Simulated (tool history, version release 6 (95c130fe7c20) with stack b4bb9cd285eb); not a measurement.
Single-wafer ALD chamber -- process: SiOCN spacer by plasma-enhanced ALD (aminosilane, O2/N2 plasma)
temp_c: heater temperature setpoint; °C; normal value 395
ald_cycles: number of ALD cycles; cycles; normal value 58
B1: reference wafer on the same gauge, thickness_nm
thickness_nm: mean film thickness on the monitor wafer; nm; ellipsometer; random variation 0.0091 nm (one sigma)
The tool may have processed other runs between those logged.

{"run": 1, "hour": 0.0, "temp_c": 395, "ald_cycles": 58, "B1": 3.273, "thickness_nm": 3.659}
{"run": 2, "hour": 58.2, "temp_c": 390, "ald_cycles": 53, "B1": 3.283, "thickness_nm": 3.349}
{"run": 3, "hour": 84.8, "temp_c": 390, "ald_cycles": 53, "B1": 3.282, "thickness_nm": 3.363}
{"run": 4, "hour": 147.3, "temp_c": 395, "ald_cycles": 58, "B1": 3.291, "thickness_nm": 3.68}
{"run": 5, "hour": 194.9, "temp_c": 395, "ald_cycles": 58, "B1": 3.292, "thickness_nm": 3.676}
{"run": 6, "hour": 400.4, "temp_c": 402, "ald_cycles": 58, "B1": 3.308, "thickness_nm": 3.691}
{"run": 7, "hour": 429.8, "temp_c": 402, "ald_cycles": 58, "B1": 3.306, "thickness_nm": 3.687}
{"run": 8, "hour": 496.9, "temp_c": 395, "ald_cycles": 64, "B1": 3.312, "thickness_nm": 4.078}
{"run": 9, "hour": 548.2, "temp_c": 395, "ald_cycles": 58, "B1": 3.315, "thickness_nm": 3.698}
{"run": 10, "hour": 584.9, "temp_c": 395, "ald_cycles": 58, "B1": 3.315, "thickness_nm": 3.72}
{"hour": 626.9, "done": "thermocouple changed; heater temperature recalibrated"}
{"run": 11, "hour": 651.8, "temp_c": 395, "ald_cycles": 58, "B1": 3.315, "thickness_nm": 3.706}
{"run": 12, "hour": 684.0, "temp_c": 401, "ald_cycles": 58, "B1": 3.315, "thickness_nm": 3.713}
{"run": 13, "hour": 751.2, "temp_c": 405, "ald_cycles": 66, "B1": 3.319, "thickness_nm": 4.177}
{"hour": 803.9, "done": "gauge calibrated"}
{"run": 14, "hour": 811.8, "temp_c": 404, "ald_cycles": 48, "B1": 3.245, "thickness_nm": 2.974}
{"run": 15, "hour": 842.8, "temp_c": 401, "ald_cycles": 65, "B1": 3.249, "thickness_nm": 4.072}
{"run": 16, "hour": 885.5, "temp_c": 395, "ald_cycles": 58, "B1": 3.26, "thickness_nm": 3.652}
{"run": 17, "hour": 944.3, "temp_c": 408, "ald_cycles": 67, "B1": 3.269, "thickness_nm": 4.139}
{"run": 18, "hour": 1003.9, "temp_c": 409, "ald_cycles": 53, "B1": 3.278, "thickness_nm": 3.277}
{"run": 19, "hour": 1062.7, "temp_c": 383, "ald_cycles": 49, "B1": 3.285, "thickness_nm": 3.099}
{"run": 20, "hour": 1104.2, "temp_c": 388, "ald_cycles": 69, "B1": 3.294, "thickness_nm": 4.399}
{"run": 21, "hour": 1160.3, "temp_c": 395, "ald_cycles": 67, "B1": 3.298, "thickness_nm": 4.272}
{"run": 22, "hour": 1212.9, "temp_c": 381, "ald_cycles": 49, "B1": 3.304, "thickness_nm": 3.124}
{"run": 23, "hour": 1276.7, "temp_c": 395, "ald_cycles": 58, "B1": 3.31, "thickness_nm": 3.707}
{"run": 24, "hour": 1344.8, "temp_c": 395, "ald_cycles": 58, "B1": 3.315, "thickness_nm": 3.699}

Consider 4 possible next runs. They are alternatives, not a sequence: every one starts from the tool as it was left by run 24. What does each give?
{"run": "A", "hour": 1345.3, "temp_c": 383, "ald_cycles": 58, "B1": "?", "thickness_nm": "?"}
{"run": "B", "hour": 1345.3, "temp_c": 407, "ald_cycles": 63, "B1": "?", "thickness_nm": "?"}
{"run": "C", "hour": 1345.3, "temp_c": 409, "ald_cycles": 58, "B1": "?", "thickness_nm": "?"}
{"run": "D", "hour": 1345.3, "temp_c": 406, "ald_cycles": 47, "B1": "?", "thickness_nm": "?"}

run=A B1=3.315 thickness_nm=3.697
run=B B1=3.315 thickness_nm=3.948
run=C B1=3.315 thickness_nm=3.616
run=D B1=3.315 thickness_nm=2.954
Without the tool's hidden state the same runs would have given:
run=A thickness_nm=3.616
run=B thickness_nm=3.862
run=C thickness_nm=3.537
run=D thickness_nm=2.889
